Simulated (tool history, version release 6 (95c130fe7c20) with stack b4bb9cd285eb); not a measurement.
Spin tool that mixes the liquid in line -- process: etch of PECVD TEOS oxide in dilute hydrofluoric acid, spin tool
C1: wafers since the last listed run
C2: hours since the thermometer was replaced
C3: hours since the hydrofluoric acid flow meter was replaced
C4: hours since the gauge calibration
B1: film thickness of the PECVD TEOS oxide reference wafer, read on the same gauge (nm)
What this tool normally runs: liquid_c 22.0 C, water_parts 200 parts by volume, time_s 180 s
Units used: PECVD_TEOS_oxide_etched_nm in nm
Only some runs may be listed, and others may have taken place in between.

run 1 hour=0.0 | liquid_c=20.0 water_parts=200 time_s=180 | C1=0 C2=147.6 C3=1708.1 C4=336.3 | B1=60.02 | PECVD_TEOS_oxide_etched_nm=10.58
run 2 hour=39.9 | liquid_c=20.0 water_parts=200 time_s=180 | C1=368 C2=187.5 C3=1748.0 C4=376.2 | B1=60.03 | PECVD_TEOS_oxide_etched_nm=10.67
run 3 hour=87.0 | liquid_c=22.0 water_parts=200 time_s=180 | C1=434 C2=234.6 C3=1795.1 C4=423.3 | B1=60.04 | PECVD_TEOS_oxide_etched_nm=11.32
run 4 hour=115.7 | liquid_c=22.0 water_parts=200 time_s=180 | C1=264 C2=263.3 C3=1823.8 C4=452.0 | B1=60.00 | PECVD_TEOS_oxide_etched_nm=11.47
run 5 hour=140.5 | liquid_c=22.0 water_parts=200 time_s=180 | C1=228 C2=288.1 C3=1848.6 C4=476.8 | B1=60.04 | PECVD_TEOS_oxide_etched_nm=11.41
run 6 hour=173.1 | liquid_c=22.0 water_parts=200 time_s=180 | C1=300 C2=320.7 C3=1881.2 C4=509.4 | B1=60.00 | PECVD_TEOS_oxide_etched_nm=11.39
run 7 hour=220.9 | liquid_c=22.0 water_parts=200 time_s=180 | C1=440 C2=368.5 C3=1929.0 C4=557.2 | B1=59.98 | PECVD_TEOS_oxide_etched_nm=11.19
run 8 hour=267.5 | liquid_c=22.0 water_parts=200 time_s=240 | C1=429 C2=415.1 C3=1975.6 C4=603.8 | B1=60.05 | PECVD_TEOS_oxide_etched_nm=15.20
run 9 hour=307.8 | liquid_c=22.0 water_parts=200 time_s=240 | C1=371 C2=455.4 C3=2015.9 C4=644.1 | B1=59.99 | PECVD_TEOS_oxide_etched_nm=15.01
run 10 hour=350.3 | liquid_c=19.5 water_parts=200 time_s=180 | C1=392 C2=497.9 C3=2058.4 C4=686.6 | B1=59.96 | PECVD_TEOS_oxide_etched_nm=10.06
-- hour=403.0 thermometer replaced
-- hour=414.9 gauge calibrated
run 11 hour=419.7 | liquid_c=17.5 water_parts=240 time_s=265 | C1=630 C2=16.7 C3=2127.8 C4=4.8 | B1=60.01 | PECVD_TEOS_oxide_etched_nm=11.64
run 12 hour=446.9 | liquid_c=22.0 water_parts=200 time_s=180 | C1=250 C2=43.9 C3=2155.0 C4=32.0 | B1=60.01 | PECVD_TEOS_oxide_etched_nm=11.45
run 13 hour=501.6 | liquid_c=25.0 water_parts=235 time_s=105 | C1=504 C2=98.6 C3=2209.7 C4=86.7 | B1=59.98 | PECVD_TEOS_oxide_etched_nm=6.25
-- hour=560.4 hydrofluoric acid flow meter replaced
run 14 hour=571.7 | liquid_c=18.0 water_parts=150 time_s=230 | C1=637 C2=168.7 C3=11.3 C4=156.8 | B1=60.00 | PECVD_TEOS_oxide_etched_nm=17.68
run 15 hour=636.6 | liquid_c=22.0 water_parts=265 time_s=70 | C1=598 C2=233.6 C3=76.2 C4=221.7 | B1=59.97 | PECVD_TEOS_oxide_etched_nm=3.11
run 16 hour=701.4 | liquid_c=22.0 water_parts=130 time_s=255 | C1=597 C2=298.4 C3=141.0 C4=286.5 | B1=60.03 | PECVD_TEOS_oxide_etched_nm=26.55
run 17 hour=752.3 | liquid_c=19.5 water_parts=125 time_s=135 | C1=469 C2=349.3 C3=191.9 C4=337.4 | B1=60.03 | PECVD_TEOS_oxide_etched_nm=13.17
run 18 hour=812.9 | liquid_c=22.0 water_parts=200 time_s=180 | C1=558 C2=409.9 C3=252.5 C4=398.0 | B1=60.02 | PECVD_TEOS_oxide_etched_nm=11.27
run 19 hour=870.5 | liquid_c=22.0 water_parts=140 time_s=180 | C1=531 C2=467.5 C3=310.1 C4=455.6 | B1=60.00 | PECVD_TEOS_oxide_etched_nm=17.20
run 20 hour=922.0 | liquid_c=22.0 water_parts=200 time_s=285 | C1=475 C2=519.0 C3=361.6 C4=507.1 | B1=60.03 | PECVD_TEOS_oxide_etched_nm=17.65
run 21 hour=971.2 | liquid_c=26.0 water_parts=100 time_s=180 | C1=453 C2=568.2 C3=410.8 C4=556.3 | B1=60.00 | PECVD_TEOS_oxide_etched_nm=28.82

4 options for the next run, each taken on its own from the tool as it stands now. Forecast them:
run A hour=971.7 | liquid_c=22.0 water_parts=200 time_s=180 | C1=4 C2=568.7 C3=411.3 C4=556.8 | B1=? | PECVD_TEOS_oxide_etched_nm=?
run B hour=971.7 | liquid_c=18.5 water_parts=170 time_s=235 | C1=4 C2=568.7 C3=411.3 C4=556.8 | B1=? | PECVD_TEOS_oxide_etched_nm=?
run C hour=971.7 | liquid_c=22.0 water_parts=125 time_s=225 | C1=4 C2=568.7 C3=411.3 C4=556.8 | B1=? | PECVD_TEOS_oxide_etched_nm=?
run D hour=971.7 | liquid_c=22.0 water_parts=160 time_s=115 | C1=4 C2=568.7 C3=411.3 C4=556.8 | B1=? | PECVD_TEOS_oxide_etched_nm=?

run=A B1=60.00 PECVD_TEOS_oxide_etched_nm=10.87
run=B B1=60.00 PECVD_TEOS_oxide_etched_nm=14.97
run=C B1=60.00 PECVD_TEOS_oxide_etched_nm=23.50
run=D B1=60.00 PECVD_TEOS_oxide_etched_nm=9.04
Stripped of hidden state, with their random variation kept, the same runs would have yielded:
run=A PECVD_TEOS_oxide_etched_nm=11.58
run=B PECVD_TEOS_oxide_etched_nm=16.00
run=C PECVD_TEOS_oxide_etched_nm=25.11
run=D PECVD_TEOS_oxide_etched_nm=9.65
